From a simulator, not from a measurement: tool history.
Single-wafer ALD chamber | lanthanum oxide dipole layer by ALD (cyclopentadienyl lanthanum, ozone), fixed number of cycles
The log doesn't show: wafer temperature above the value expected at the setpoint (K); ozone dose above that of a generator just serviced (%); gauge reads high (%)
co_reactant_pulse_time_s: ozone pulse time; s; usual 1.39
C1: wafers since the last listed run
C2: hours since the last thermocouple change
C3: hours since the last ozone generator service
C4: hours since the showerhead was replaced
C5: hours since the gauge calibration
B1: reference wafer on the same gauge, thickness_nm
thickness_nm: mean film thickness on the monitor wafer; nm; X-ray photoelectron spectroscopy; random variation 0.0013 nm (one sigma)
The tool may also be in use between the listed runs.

run 1 hour=0.0 | co_reactant_pulse_time_s=1.03 | C1=0 C2=623.2 C3=907.4 C4=7735.2 C5=228.3 | B1=0.58 | thickness_nm=0.472
run 2 hour=43.9 | co_reactant_pulse_time_s=1.78 | C1=622 C2=667.1 C3=951.3 C4=7779.1 C5=272.2 | B1=0.58 | thickness_nm=0.519
run 3 hour=95.9 | co_reactant_pulse_time_s=1.81 | C1=737 C2=719.1 C3=1003.3 C4=7831.1 C5=324.2 | B1=0.58 | thickness_nm=0.520
run 4 hour=163.7 | co_reactant_pulse_time_s=1.81 | C1=961 C2=786.9 C3=1071.1 C4=7898.9 C5=392.0 | B1=0.58 | thickness_nm=0.519
run 5 hour=192.8 | co_reactant_pulse_time_s=1.68 | C1=412 C2=816.0 C3=1100.2 C4=7928.0 C5=421.1 | B1=0.58 | thickness_nm=0.515
-- hour=231.8 gauge calibrated
run 6 hour=262.6 | co_reactant_pulse_time_s=1.68 | C1=990 C2=885.8 C3=1170.0 C4=7997.8 C5=30.8 | B1=0.58 | thickness_nm=0.514
run 7 hour=308.0 | co_reactant_pulse_time_s=1.68 | C1=644 C2=931.2 C3=1215.4 C4=8043.2 C5=76.2 | B1=0.58 | thickness_nm=0.512
run 8 hour=358.8 | co_reactant_pulse_time_s=1.03 | C1=720 C2=982.0 C3=1266.2 C4=8094.0 C5=127.0 | B1=0.58 | thickness_nm=0.468
run 9 hour=422.8 | co_reactant_pulse_time_s=1.15 | C1=907 C2=1046.0 C3=1330.2 C4=8158.0 C5=191.0 | B1=0.58 | thickness_nm=0.478
-- hour=465.6 ozone generator serviced
-- hour=482.8 showerhead replaced
run 10 hour=483.3 | co_reactant_pulse_time_s=1.59 | C1=631 C2=1106.5 C3=17.7 C4=0.5 C5=251.5 | B1=0.58 | thickness_nm=0.516
-- hour=552.4 thermocouple changed; heater temperature recalibrated
run 11 hour=552.9 | co_reactant_pulse_time_s=1.16 | C1=873 C2=0.5 C3=87.3 C4=70.1 C5=321.1 | B1=0.58 | thickness_nm=0.492
run 12 hour=607.2 | co_reactant_pulse_time_s=1.91 | C1=770 C2=54.8 C3=141.6 C4=124.4 C5=375.4 | B1=0.58 | thickness_nm=0.528
-- hour=610.8 gauge calibrated
run 13 hour=662.1 | co_reactant_pulse_time_s=1.77 | C1=778 C2=109.7 C3=196.5 C4=179.3 C5=51.3 | B1=0.58 | thickness_nm=0.524

The next listed run, before its measurement:
run 14 hour=724.4 | co_reactant_pulse_time_s=1.66 | C1=883 C2=172.0 C3=258.8 C4=241.6 C5=113.6 | B1=? | thickness_nm=?

B1: 0.58
thickness_nm: 0.519 nm
Without the tool's hidden state the same run would have given thickness_nm 0.520 nm.

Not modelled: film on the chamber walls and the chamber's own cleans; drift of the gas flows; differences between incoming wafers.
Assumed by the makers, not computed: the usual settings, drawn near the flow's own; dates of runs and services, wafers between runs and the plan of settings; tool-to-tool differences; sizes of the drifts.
